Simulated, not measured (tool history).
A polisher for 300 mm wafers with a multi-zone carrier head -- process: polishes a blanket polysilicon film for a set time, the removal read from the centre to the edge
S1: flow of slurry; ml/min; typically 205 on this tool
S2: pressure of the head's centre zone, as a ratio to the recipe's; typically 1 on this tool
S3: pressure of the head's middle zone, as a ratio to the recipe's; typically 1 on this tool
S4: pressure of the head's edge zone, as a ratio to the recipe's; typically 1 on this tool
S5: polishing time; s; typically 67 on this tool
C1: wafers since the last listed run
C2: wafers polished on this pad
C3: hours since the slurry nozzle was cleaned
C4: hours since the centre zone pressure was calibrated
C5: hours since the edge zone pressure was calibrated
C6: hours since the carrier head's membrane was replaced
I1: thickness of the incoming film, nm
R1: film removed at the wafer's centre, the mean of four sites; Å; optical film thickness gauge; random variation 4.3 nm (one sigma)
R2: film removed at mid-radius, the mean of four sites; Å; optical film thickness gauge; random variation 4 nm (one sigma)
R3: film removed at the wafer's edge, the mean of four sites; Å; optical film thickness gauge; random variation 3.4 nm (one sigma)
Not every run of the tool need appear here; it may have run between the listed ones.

run,day,S1,S2,S3,S4,S5,C1,C2,C3,C4,C5,C6,I1,R1,R2,R3
1,0,205,1,0.91,1,67,0,567,136.7,28.6,1050,1670.5,1753.7,3449,3269,3548
2,0.521,205,1,1,1,67,119,687,149.2,41.1,1062.5,1683,1738.2,3448,3540,3482
3,1.196,205,1,1,1,67,155,843,165.4,57.3,1078.7,1699.2,1776.2,3482,3522,3461
# day 1.908: worn pad replaced by a new one
# day 1.925: carrier head's membrane replaced by a new one
4,1.946,205,1,1,1,75,130,4,183.4,75.3,1096.7,0.5,1793.6,3773,3922,3898
5,2.329,240,1,0.91,1,67,88,92,192.6,84.5,1105.9,9.7,1785.3,3417,3285,3511
6,3.017,205,1,1,1,67,158,251,209.1,101,1122.4,26.2,1790.7,3269,3456,3480
7,3.45,205,1,1,1.08,67,99,350,219.5,111.4,1132.8,36.6,1772.9,3391,3446,3529
8,4.108,205,1,1,1,67,151,502,235.3,127.2,1148.6,52.4,1773.3,3273,3367,3399
# day 4.742: edge zone pressure recalibrated
9,4.762,205,1,1.08,1,51,131,633,251,142.9,0.5,68.1,1756.6,2519,2760,2569
# day 5.129: slurry nozzle cleaned
# day 5.433: worn pad replaced by a new one
10,5.454,175,1.09,0.96,0.94,67,111,4,7.8,159.5,17.1,84.7,1765.6,3748,3469,3419
11,5.917,205,0.88,1.05,1.09,52,106,111,18.9,170.6,28.2,95.8,1785,2447,2992,2899
12,6.525,205,1,1,1.04,46,139,251,33.5,185.2,42.8,110.4,1765.8,2395,2469,2479
13,7.262,205,1,1,1,67,169,421,51.2,202.9,60.5,128.1,1747.1,3567,3618,3526
14,7.879,145,1,1.09,1,55,141,563,66,217.7,75.3,142.9,1766.9,2757,3081,2796
15,8.458,175,1,1,1,48,133,696,79.9,231.6,89.2,156.8,1735.4,2451,2557,2477
16,8.988,205,1,1,1,67,121,818,92.6,244.3,101.9,169.5,1772.3,3503,3556,3535
# day 9.196: worn pad replaced by a new one
17,9.25,260,0.93,1,1,45,22,12,98.9,250.6,108.2,175.8,1772.1,2192,2457,2410
18,9.888,175,1,1,1,48,146,159,114.2,265.9,123.5,191.1,1772.2,2408,2498,2448
19,10.171,205,1,1,1,67,65,224,121,272.7,130.3,197.9,1783.2,3460,3582,3482
20,10.708,205,1,1,1.06,67,123,348,133.9,285.6,143.2,210.8,1764.8,3464,3512,3585
21,11.146,205,1.06,1,0.96,67,100,448,144.4,296.1,153.7,221.3,1797.8,3699,3473,3394

For some of the steps in R1 from one run to the next: how much would appear even if the tool had no hidden state, given the settings, what came in and random variation, and how much remains for the hidden state plus any gauge scatter that the measured result and the result without hidden state don't share?
Hidden state at play: removal rate lost through wear of the pad, %; slurry flow missing at the pad, %; deviation of the centre zone's pressure from its setpoint, %; deviation of the edge zone's pressure from its setpoint, %.
Run 8 -> 9: S3 1 -> 1.08, S5 67 -> 51, edge zone pressure recalibrated. R1 -754 Å: hidden state +34, all else -788.
Run 9 -> 10: S1 205 -> 175, S2 1 -> 1.09, S3 1.08 -> 0.96, S4 1 -> 0.94, S5 51 -> 67, slurry nozzle cleaned, worn pad replaced by a new one. R1 +1229 Å: hidden state +169, all else +1060.
Run 10 -> 11: S1 175 -> 205, S2 1.09 -> 0.88, S3 0.96 -> 1.05, S4 0.94 -> 1.09, S5 67 -> 52. R1 -1301 Å: hidden state -1, all else -1300.
Run 16 -> 17: S1 205 -> 260, S2 1 -> 0.93, S5 67 -> 45, worn pad replaced by a new one. R1 -1311 Å: hidden state +31, all else -1342.
